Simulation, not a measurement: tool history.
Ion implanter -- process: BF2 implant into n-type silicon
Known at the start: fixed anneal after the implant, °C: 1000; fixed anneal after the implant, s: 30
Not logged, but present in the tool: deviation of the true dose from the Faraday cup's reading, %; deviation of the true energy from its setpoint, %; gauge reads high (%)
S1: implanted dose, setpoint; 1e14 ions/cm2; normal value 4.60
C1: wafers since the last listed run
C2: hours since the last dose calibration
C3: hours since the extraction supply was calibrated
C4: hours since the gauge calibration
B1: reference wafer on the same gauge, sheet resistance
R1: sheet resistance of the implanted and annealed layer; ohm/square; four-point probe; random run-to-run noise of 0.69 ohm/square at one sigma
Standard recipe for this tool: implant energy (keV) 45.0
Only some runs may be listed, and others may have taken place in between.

{"run": 1, "hour": 0.0, "S1": 4.6, "implant energy (keV)": 45.0, "C1": 0, "C2": 1632.2, "C3": 3718.4, "C4": 281.7, "B1": 244.02, "R1": 229.23}
{"run": 2, "hour": 27.5, "S1": 5.63, "implant energy (keV)": 45.0, "C1": 834, "C2": 1659.7, "C3": 3745.9, "C4": 309.2, "B1": 244.02, "R1": 192.67}
{"run": 3, "hour": 46.5, "S1": 5.63, "implant energy (keV)": 45.0, "C1": 576, "C2": 1678.7, "C3": 3764.9, "C4": 328.2, "B1": 243.94, "R1": 193.09}
{"run": 4, "hour": 81.1, "S1": 5.63, "implant energy (keV)": 45.0, "C1": 1050, "C2": 1713.3, "C3": 3799.5, "C4": 362.8, "B1": 243.97, "R1": 192.49}
{"run": 5, "hour": 112.8, "S1": 4.6, "implant energy (keV)": 45.0, "C1": 962, "C2": 1745.0, "C3": 3831.2, "C4": 394.5, "B1": 244.09, "R1": 227.43}
{"run": 6, "hour": 127.3, "S1": 3.93, "implant energy (keV)": 32.5, "C1": 440, "C2": 1759.5, "C3": 3845.7, "C4": 409.0, "B1": 243.92, "R1": 271.65}
{"run": 7, "hour": 157.7, "S1": 3.93, "implant energy (keV)": 32.5, "C1": 922, "C2": 1789.9, "C3": 3876.1, "C4": 439.4, "B1": 243.99, "R1": 269.9}
{"run": 8, "hour": 193.4, "S1": 3.93, "implant energy (keV)": 32.5, "C1": 1083, "C2": 1825.6, "C3": 3911.8, "C4": 475.1, "B1": 244.04, "R1": 269.8}
{"run": 9, "hour": 213.3, "S1": 4.6, "implant energy (keV)": 41.5, "C1": 604, "C2": 1845.5, "C3": 3931.7, "C4": 495.0, "B1": 243.89, "R1": 229.77}
{"run": 10, "hour": 245.2, "S1": 4.6, "implant energy (keV)": 45.0, "C1": 968, "C2": 1877.4, "C3": 3963.6, "C4": 526.9, "B1": 244.04, "R1": 229.62}
{"run": 11, "hour": 262.6, "S1": 4.6, "implant energy (keV)": 45.0, "C1": 528, "C2": 1894.8, "C3": 3981.0, "C4": 544.3, "B1": 243.91, "R1": 227.8}
{"run": 12, "hour": 285.4, "S1": 4.6, "implant energy (keV)": 45.0, "C1": 692, "C2": 1917.6, "C3": 4003.8, "C4": 567.1, "B1": 244.2, "R1": 227.92}
{"run": 13, "hour": 307.9, "S1": 3.52, "implant energy (keV)": 45.0, "C1": 682, "C2": 1940.1, "C3": 4026.3, "C4": 589.6, "B1": 244.1, "R1": 289.84}
{"run": 14, "hour": 335.8, "S1": 3.52, "implant energy (keV)": 45.0, "C1": 846, "C2": 1968.0, "C3": 4054.2, "C4": 617.5, "B1": 244.0, "R1": 288.0}
{"run": 15, "hour": 365.6, "S1": 4.6, "implant energy (keV)": 45.0, "C1": 904, "C2": 1997.8, "C3": 4084.0, "C4": 647.3, "B1": 243.9, "R1": 227.09}
{"hour": 386.5, "done": "extraction supply calibrated"}
{"run": 16, "hour": 387.0, "S1": 4.6, "implant energy (keV)": 45.0, "C1": 406, "C2": 2019.2, "C3": 0.5, "C4": 668.7, "B1": 243.95, "R1": 227.47}

Predict the results of run 17:
{"run": 17, "hour": 412.9, "S1": 4.6, "implant energy (keV)": 45.0, "C1": 786, "C2": 2045.1, "C3": 26.4, "C4": 694.6, "B1": "?", "R1": "?"}

B1: 244.05
R1: 226.62 ohm/square
Take away the tool's hidden state, keep the run-to-run variation as it was, and the same run would have given R1 234.59 ohm/square.

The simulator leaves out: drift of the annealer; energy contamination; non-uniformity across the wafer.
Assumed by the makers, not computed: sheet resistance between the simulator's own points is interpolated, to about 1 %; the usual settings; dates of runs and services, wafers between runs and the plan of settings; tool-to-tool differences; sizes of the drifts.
